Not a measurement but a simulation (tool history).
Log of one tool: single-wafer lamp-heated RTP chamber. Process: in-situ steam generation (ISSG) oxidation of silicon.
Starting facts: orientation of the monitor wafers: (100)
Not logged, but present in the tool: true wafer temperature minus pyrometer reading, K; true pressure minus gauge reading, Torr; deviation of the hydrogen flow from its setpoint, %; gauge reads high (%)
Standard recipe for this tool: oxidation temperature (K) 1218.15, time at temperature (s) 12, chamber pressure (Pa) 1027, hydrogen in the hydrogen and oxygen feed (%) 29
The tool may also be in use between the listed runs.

run	hour	oxidation temperature (K)	time at temperature (s)	chamber pressure (Pa)	hydrogen in the hydrogen and oxygen feed (%)	wafers since the last listed run	wafers since the last pyrometer calibration	hours since the pressure gauge was zeroed	hours since the hydrogen flow controller was replaced	hours since the gauge calibration	read-back reference wafer on the same gauge, thickness	oxide thickness on the monitor wafer (angstrom)
1	0.0	1218.15	12	1027	23	0	4089	2576.2	2649.8	656.3	3.359	38.74
2	52.0	1218.15	12	1027	29	260	4350	2628.2	2701.8	708.3	3.359	41.24
3	89.0	1218.15	12	1027	29	185	4536	2665.2	2738.8	745.3	3.361	41.40
4	114.0	1218.15	12	1027	29	125	4662	2690.2	2763.8	770.3	3.359	41.29
5	176.2	1218.15	12	1027	29	312	4974	2752.4	2826.0	832.5	3.360	41.40
6	247.6	1218.15	12	1027	29	358	5332	2823.8	2897.4	903.9	3.359	41.26
7	318.5	1218.15	12	1027	29	355	5688	2894.7	2968.3	974.8	3.360	41.17
8	385.9	1218.15	12	1027	29	338	6026	2962.1	3035.7	1042.2	3.359	41.32
9	456.3	1218.15	12	1027	29	353	6379	3032.5	3106.1	1112.6	3.360	41.33
# hour 497.3: pyrometer window cleaned and pyrometer calibrated
10	517.4	1218.15	12	1027	29	266	100	3093.6	3167.2	1173.7	3.360	40.46
11	639.1	1218.15	12	1027	29	610	711	3215.3	3288.9	1295.4	3.359	40.78
12	682.4	1218.15	12	1027	29	217	928	3258.6	3332.2	1338.7	3.361	40.71
# hour 726.5: pressure gauge zeroed
13	743.5	1218.15	12	1027	29	266	1195	17.0	3393.3	1399.8	3.361	40.81
14	786.7	1218.15	12	1027	29	216	1412	60.2	3436.5	1443.0	3.360	40.91
15	839.8	1209.15	16	1227	20	266	1678	113.3	3489.6	1496.1	3.360	39.99
16	897.9	1218.15	12	1027	29	291	1970	171.4	3547.7	1554.2	3.360	41.11

Run 17 is up next; what results do you expect?
17	966.2	1228.15	9	920	26	342	2312	239.7	3616.0	1622.5	?	?

Run 17 measured read-back reference wafer on the same gauge, thickness 3.360, oxide thickness on the monitor wafer (angstrom) 36.64.
The same run, on a tool lacking any hidden state, would have yielded oxide thickness on the monitor wafer (angstrom) 36.63.
